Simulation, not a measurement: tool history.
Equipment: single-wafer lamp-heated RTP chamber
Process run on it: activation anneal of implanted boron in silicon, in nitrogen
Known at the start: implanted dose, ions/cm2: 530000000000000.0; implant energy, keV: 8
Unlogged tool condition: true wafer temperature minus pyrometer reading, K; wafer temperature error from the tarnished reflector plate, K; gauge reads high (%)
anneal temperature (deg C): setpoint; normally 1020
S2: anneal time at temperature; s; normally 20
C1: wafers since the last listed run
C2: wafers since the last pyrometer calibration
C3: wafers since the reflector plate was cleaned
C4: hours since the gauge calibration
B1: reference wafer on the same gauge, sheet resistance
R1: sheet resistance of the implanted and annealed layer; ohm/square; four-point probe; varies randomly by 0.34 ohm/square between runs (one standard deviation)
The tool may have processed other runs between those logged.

run 1 day=0.000 | anneal_temperature_(deg_C)=1020 S2=20 | C1=0 C2=773 C3=7019 C4=207.2 | B1=220.47 | R1=223.93
run 2 day=1.108 | anneal_temperature_(deg_C)=1020 S2=20 | C1=486 C2=1260 C3=7506 C4=233.8 | B1=220.58 | R1=224.67
run 3 day=2.392 | anneal_temperature_(deg_C)=1020 S2=20 | C1=563 C2=1824 C3=8070 C4=264.6 | B1=220.73 | R1=224.78
run 4 day=3.608 | anneal_temperature_(deg_C)=1020 S2=20 | C1=534 C2=2359 C3=8605 C4=293.8 | B1=220.81 | R1=224.57
run 5 day=4.842 | anneal_temperature_(deg_C)=1033 S2=20 | C1=541 C2=2901 C3=9147 C4=323.4 | B1=221.02 | R1=223.47
run 6 day=5.917 | anneal_temperature_(deg_C)=1033 S2=20 | C1=472 C2=3373 C3=9619 C4=349.2 | B1=221.18 | R1=224.05
run 7 day=7.062 | anneal_temperature_(deg_C)=1020 S2=20 | C1=503 C2=3876 C3=10122 C4=376.7 | B1=221.36 | R1=224.82
run 8 day=8.271 | anneal_temperature_(deg_C)=1020 S2=20 | C1=530 C2=4407 C3=10653 C4=405.7 | B1=221.57 | R1=225.05
-- day=9.642 gauge calibrated
run 9 day=9.729 | anneal_temperature_(deg_C)=1020 S2=20 | C1=640 C2=5048 C3=11294 C4=2.1 | B1=219.96 | R1=223.73
run 10 day=10.917 | anneal_temperature_(deg_C)=1020 S2=20 | C1=521 C2=5570 C3=11816 C4=30.6 | B1=219.93 | R1=224.03
run 11 day=12.229 | anneal_temperature_(deg_C)=1020 S2=23 | C1=576 C2=6146 C3=12392 C4=62.1 | B1=219.89 | R1=223.50
run 12 day=13.350 | anneal_temperature_(deg_C)=994 S2=13 | C1=492 C2=6639 C3=12885 C4=89.0 | B1=220.00 | R1=229.89
-- day=14.521 reflector plate cleaned
run 13 day=14.804 | anneal_temperature_(deg_C)=1031 S2=31 | C1=492 C2=7131 C3=125 C4=123.9 | B1=220.00 | R1=221.58
run 14 day=15.938 | anneal_temperature_(deg_C)=1004 S2=29 | C1=497 C2=7629 C3=623 C4=151.1 | B1=220.15 | R1=225.06
-- day=16.279 pyrometer window cleaned and pyrometer calibrated
run 15 day=16.712 | anneal_temperature_(deg_C)=1020 S2=20 | C1=194 C2=189 C3=817 C4=169.7 | B1=220.25 | R1=223.76
run 16 day=17.579 | anneal_temperature_(deg_C)=1006 S2=14 | C1=380 C2=570 C3=1198 C4=190.5 | B1=220.30 | R1=226.38
run 17 day=18.488 | anneal_temperature_(deg_C)=995 S2=9 | C1=399 C2=969 C3=1597 C4=212.3 | B1=220.31 | R1=230.45
run 18 day=19.917 | anneal_temperature_(deg_C)=1035 S2=27 | C1=627 C2=1597 C3=2225 C4=246.6 | B1=220.41 | R1=222.99
run 19 day=20.692 | anneal_temperature_(deg_C)=1020 S2=20 | C1=340 C2=1937 C3=2565 C4=265.2 | B1=220.57 | R1=224.68
run 20 day=21.838 | anneal_temperature_(deg_C)=1031 S2=13 | C1=503 C2=2441 C3=3069 C4=292.7 | B1=220.72 | R1=224.52

Forecast run 21:
run 21 day=22.862 | anneal_temperature_(deg_C)=1020 S2=20 | C1=450 C2=2891 C3=3519 C4=317.3 | B1=? | R1=?

{"run 21": {"B1": 220.87, "R1": 224.57}}
Minus the tool's unlogged condition, the same run would have read R1 223.72 ohm/square.
